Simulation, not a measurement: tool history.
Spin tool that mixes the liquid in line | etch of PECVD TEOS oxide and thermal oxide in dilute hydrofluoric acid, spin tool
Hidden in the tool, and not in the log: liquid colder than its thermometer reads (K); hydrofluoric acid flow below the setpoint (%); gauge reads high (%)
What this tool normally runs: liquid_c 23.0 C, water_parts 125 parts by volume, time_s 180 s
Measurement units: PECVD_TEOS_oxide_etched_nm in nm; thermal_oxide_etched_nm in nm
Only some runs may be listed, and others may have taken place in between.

run,hour,liquid_c,water_parts,time_s,wafers since the last listed run,hours since the thermometer was replaced,hours since the hydrofluoric acid flow meter was replaced,hours since the gauge calibration,"read-back film thickness of the PECVD TEOS oxide reference wafer, read on the same gauge (nm)","read-back film thickness of the thermal oxide reference wafer, read on the same gauge (nm)",PECVD_TEOS_oxide_etched_nm,thermal_oxide_etched_nm
1,0.0,23.0,125,180,0,1381.6,1326.4,460.8,49.97,40.00,15.81,6.65
2,68.0,20.0,125,180,650,1449.6,1394.4,528.8,49.99,40.00,14.09,5.91
3,95.7,25.0,125,140,264,1477.3,1422.1,556.5,49.99,40.01,12.97,5.55
4,156.5,25.0,125,140,581,1538.1,1482.9,617.3,50.01,39.99,12.88,5.41
5,203.6,23.0,125,180,450,1585.2,1530.0,664.4,49.98,39.99,15.43,6.50
6,229.4,23.0,125,180,246,1611.0,1555.8,690.2,49.98,40.00,15.81,6.46
7,272.7,23.0,165,180,413,1654.3,1599.1,733.5,49.98,39.97,11.36,4.66
8,338.2,23.0,165,180,626,1719.8,1664.6,799.0,49.97,40.01,11.13,4.62
9,409.4,23.0,165,180,680,1791.0,1735.8,870.2,49.97,40.01,11.09,4.67
# hour 419.1: hydrofluoric acid flow meter replaced
10,443.4,23.0,125,180,315,1825.0,24.3,904.2,49.99,40.00,14.02,5.96
11,505.2,23.0,125,180,590,1886.8,86.1,966.0,50.02,40.02,14.01,5.93
12,559.5,23.0,170,130,519,1941.1,140.4,1020.3,49.98,40.01,7.00,2.93
# hour 579.9: hydrofluoric acid flow meter replaced, repeated, since the last time left the tool worse
13,589.7,25.5,95,275,279,1971.3,9.8,1050.5,49.99,40.01,38.18,16.01
14,639.4,19.0,95,235,475,2021.0,59.5,1100.2,50.03,40.01,25.07,10.57
15,664.4,25.0,155,135,239,2046.0,84.5,1125.2,49.96,40.02,10.58,4.45
16,731.8,25.0,155,135,644,2113.4,151.9,1192.6,50.04,39.99,10.41,4.36
17,769.5,19.0,95,235,360,2151.1,189.6,1230.3,50.05,40.00,24.67,10.72
# hour 790.0: thermometer replaced
18,804.2,23.0,125,180,322,14.2,224.3,1265.0,50.01,40.00,16.64,7.00
# hour 836.8: gauge calibrated
19,872.2,26.5,110,245,650,82.2,292.3,35.4,50.05,40.00,30.38,12.59
20,908.8,28.0,80,95,349,118.8,328.9,72.0,49.98,40.00,17.47,7.28
21,940.6,21.5,160,180,304,150.6,360.7,103.8,50.02,40.02,11.77,4.82
22,994.4,21.5,125,260,514,204.4,414.5,157.6,50.00,39.99,22.43,9.46
23,1043.6,23.0,125,180,470,253.6,463.7,206.8,50.01,39.99,16.43,6.72
24,1094.2,23.0,175,270,483,304.2,514.3,257.4,50.03,40.00,16.62,6.98
25,1130.6,23.0,170,120,348,340.6,550.7,293.8,49.96,39.99,7.53,3.16
26,1184.8,21.5,160,180,518,394.8,604.9,348.0,49.98,40.00,11.51,4.81

What differs in the tool's unlogged condition from the final listed run ahead of each entry between runs to the first listed run following it?
After run 9, before run 10: hydrofluoric acid flow meter replaced (hour 419.1)
  hydrofluoric acid flow below the setpoint (%): 7.83 -> 15
  measured value less the no-hidden-state value, PECVD_TEOS_oxide_etched_nm: -1.13 -> -2.90 nm; thermal_oxide_etched_nm: -0.48 -> -1.24 nm
After run 12, before run 13: hydrofluoric acid flow meter replaced, repeated, since the last time left the tool worse (hour 579.9)
  hydrofluoric acid flow below the setpoint (%): 15.5 -> 0.989
  measured value less the no-hidden-state value, PECVD_TEOS_oxide_etched_nm: -1.57 -> -0.43 nm; thermal_oxide_etched_nm: -0.66 -> -0.18 nm
After run 17, before run 18: thermometer replaced (hour 790.0)
  hydrofluoric acid flow below the setpoint (%): 1.76 -> 1.9
  measured value less the no-hidden-state value, PECVD_TEOS_oxide_etched_nm: -0.49 -> -0.37 nm; thermal_oxide_etched_nm: -0.21 -> -0.16 nm
After run 18, before run 19: gauge calibrated (hour 836.8)
  hydrofluoric acid flow below the setpoint (%): 1.9 -> 2.19
  measured value less the no-hidden-state value, PECVD_TEOS_oxide_etched_nm: -0.37 -> -0.78 nm; thermal_oxide_etched_nm: -0.16 -> -0.32 nm

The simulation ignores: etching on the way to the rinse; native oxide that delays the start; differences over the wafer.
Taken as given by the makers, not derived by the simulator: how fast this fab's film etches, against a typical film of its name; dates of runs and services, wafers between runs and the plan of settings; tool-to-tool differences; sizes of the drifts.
